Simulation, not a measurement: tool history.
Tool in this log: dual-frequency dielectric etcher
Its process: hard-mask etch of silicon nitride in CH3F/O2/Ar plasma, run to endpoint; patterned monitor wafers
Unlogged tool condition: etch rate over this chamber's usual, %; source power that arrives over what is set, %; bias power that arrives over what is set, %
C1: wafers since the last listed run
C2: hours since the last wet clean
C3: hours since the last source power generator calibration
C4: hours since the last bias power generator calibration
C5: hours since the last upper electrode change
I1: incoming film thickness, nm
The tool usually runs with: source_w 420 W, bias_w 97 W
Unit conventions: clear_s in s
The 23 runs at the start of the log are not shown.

run 24 hour=326.6 | source_w=420 bias_w=84 | C1=173 C2=56.9 C3=86.2 C4=33.8 C5=87.4 | I1=49.67 | clear_s=64.7
run 25 hour=335.8 | source_w=420 bias_w=105 | C1=107 C2=66.1 C3=95.4 C4=43.0 C5=96.6 | I1=49.01 | clear_s=58.2
run 26 hour=353.6 | source_w=420 bias_w=97 | C1=207 C2=83.9 C3=113.2 C4=60.8 C5=114.4 | I1=48.95 | clear_s=60.1
run 27 hour=365.3 | source_w=370 bias_w=97 | C1=136 C2=95.6 C3=124.9 C4=72.5 C5=126.1 | I1=49.37 | clear_s=64.0
run 28 hour=377.9 | source_w=470 bias_w=79 | C1=146 C2=108.2 C3=137.5 C4=85.1 C5=138.7 | I1=48.83 | clear_s=62.6
run 29 hour=393.4 | source_w=360 bias_w=119 | C1=180 C2=123.7 C3=153.0 C4=100.6 C5=154.2 | I1=48.92 | clear_s=59.0
run 30 hour=409.9 | source_w=510 bias_w=120 | C1=192 C2=140.2 C3=169.5 C4=117.1 C5=170.7 | I1=49.66 | clear_s=51.5
run 31 hour=418.3 | source_w=470 bias_w=90 | C1=97 C2=148.6 C3=177.9 C4=125.5 C5=179.1 | I1=49.69 | clear_s=60.6

Branching from run 31: 3 alternative next runs. What would each branch give?
run A hour=418.7 | source_w=390 bias_w=97 | C1=4 C2=149.0 C3=178.3 C4=125.9 C5=179.5 | I1=49.55 | clear_s=?
run B hour=418.7 | source_w=460 bias_w=105 | C1=4 C2=149.0 C3=178.3 C4=125.9 C5=179.5 | I1=49.55 | clear_s=?
run C hour=418.7 | source_w=420 bias_w=115 | C1=4 C2=149.0 C3=178.3 C4=125.9 C5=179.5 | I1=49.55 | clear_s=?

run=A clear_s=63.3
run=B clear_s=57.1
run=C clear_s=57.0
The same runs, with their run-to-run variation unchanged, on a tool lacking any hidden condition would have given:
run=A clear_s=62.8
run=B clear_s=56.6
run=C clear_s=56.6
